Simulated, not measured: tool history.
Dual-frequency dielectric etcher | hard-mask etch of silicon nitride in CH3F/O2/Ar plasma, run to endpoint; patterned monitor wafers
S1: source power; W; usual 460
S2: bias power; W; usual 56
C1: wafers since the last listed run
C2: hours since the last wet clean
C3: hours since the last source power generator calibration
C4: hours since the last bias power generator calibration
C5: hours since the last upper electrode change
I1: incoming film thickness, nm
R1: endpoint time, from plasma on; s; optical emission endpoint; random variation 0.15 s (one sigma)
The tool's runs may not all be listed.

run    hour   S1  S2    C1     C2      C3      C4      C5     I1    R1
  1       0  460  56     0  210.5  1235.1  2059.2  2615.4  33.52  48.4
  2    75.2  400  56  1035  285.7  1310.3  2134.4  2690.6  33.57  52.4
  3     149  510  56  1016  359.5  1384.1  2208.2  2764.4  33.59  46.4
  4     210  510  56   839  420.5  1445.1  2269.2  2825.4  33.65  46.3
  5     253  460  56   591  463.5  1488.1  2312.2  2868.4  33.58    49
  6   312.6  460  60   820  523.1  1547.7  2371.8    2928  33.06  47.2
  7   398.4  430  56  1181  608.9  1633.5  2457.6  3013.8  33.54  50.5
        485  -- wet clean of the chamber
  8   485.5  430  56   868    0.5  1720.6  2544.7  3100.9   33.5  49.9
  9   568.2  430  56  1138   83.2  1803.3  2627.4  3183.6  33.56    50
 10   625.7  500  56   791  140.7  1860.8  2684.9  3241.1  33.52  45.9
 11   676.6  500  56   700  191.6  1911.7  2735.8    3292  33.17  45.8
 12   755.5  530  56  1086  270.5  1990.6  2814.7  3370.9  33.33  44.7
      833.3  -- upper electrode replaced
 13   859.2  460  56  1097  374.2  2094.3  2918.4    25.9  33.37  48.3
 14     917  500  61   795    432  2152.1  2976.2    83.7  33.48  45.5
 15   969.3  410  60   720  484.3  2204.4  3028.5     136  33.41  50.5
     1019.1  -- bias power generator calibrated
 16  1043.2  460  50   962  558.2  2278.3    24.1   209.9  33.19  49.9

Run 17 comes next. What will it give?
     1102.8  -- wet clean of the chamber
 17  1148  500  56  1112  45.2  2383.1  128.9  314.7  33.03   ?

{"run 17": {"R1": 45.6}}
Without the tool's hidden state the same run would have given R1 45.5 s.

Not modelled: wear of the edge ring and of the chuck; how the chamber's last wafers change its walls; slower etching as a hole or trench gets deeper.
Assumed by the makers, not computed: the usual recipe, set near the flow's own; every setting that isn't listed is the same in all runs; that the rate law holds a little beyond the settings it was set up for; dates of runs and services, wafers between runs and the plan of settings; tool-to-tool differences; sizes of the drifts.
